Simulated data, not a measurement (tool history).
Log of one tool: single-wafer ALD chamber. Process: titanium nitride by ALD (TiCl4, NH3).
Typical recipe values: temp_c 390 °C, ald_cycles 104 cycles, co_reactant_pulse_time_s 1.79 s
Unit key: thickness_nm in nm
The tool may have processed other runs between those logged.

run,hour,temp_c,ald_cycles,co_reactant_pulse_time_s,"read-back reference wafer on the same gauge, thickness_nm",thickness_nm
1,0,390,104,1.79,2.21,2.17
2,29.5,390,104,1.79,2.212,2.172
3,59.3,390,104,1.79,2.217,2.191
4,91,390,104,1.79,2.222,2.185
5,120.9,390,104,1.79,2.224,2.193
6,151,390,104,1.79,2.222,2.186
7,193.1,399,104,1.79,2.225,2.184
8,205.5,390,104,1.79,2.229,2.173
# hour 230.2: gauge calibrated
9,230.3,390,104,1.79,2.171,2.12
10,262.1,390,104,1.79,2.177,2.152
11,288.5,390,109,1.79,2.179,2.236
12,303.5,390,113,1.79,2.176,2.336
13,331.1,390,104,1.79,2.182,2.136
# hour 364.1: thermocouple changed; heater temperature recalibrated
# hour 370.9: showerhead replaced
14,371.4,381,104,1.79,2.186,2.139
15,396.2,377,91,2.18,2.188,1.908
16,432,390,104,1.79,2.19,2.172
17,458.3,390,118,1.79,2.194,2.435
18,488.2,390,104,1.79,2.195,2.151
19,502.6,390,94,1.79,2.198,1.937
20,533.7,390,87,1.79,2.198,1.787
21,550.9,400,85,1.17,2.203,1.702
22,579.5,386,86,1.79,2.203,1.79

Predict each of these 5 candidate next runs independently; none follows another, all start after run 22:
A,580.1,390,104,1.52,?,?
B,580.1,390,90,1.11,?,?
C,580.1,394,114,1.37,?,?
D,580.1,399,104,1.27,?,?
E,580.1,383,104,1.79,?,?

run,"read-back reference wafer on the same gauge, thickness_nm",thickness_nm
A,2.205,2.14
B,2.205,1.767
C,2.205,2.329
D,2.205,2.118
E,2.205,2.159
Without the tool's unlogged condition, the same runs would have read:
run,thickness_nm
A,2.117
B,1.748
C,2.304
D,2.096
E,2.136

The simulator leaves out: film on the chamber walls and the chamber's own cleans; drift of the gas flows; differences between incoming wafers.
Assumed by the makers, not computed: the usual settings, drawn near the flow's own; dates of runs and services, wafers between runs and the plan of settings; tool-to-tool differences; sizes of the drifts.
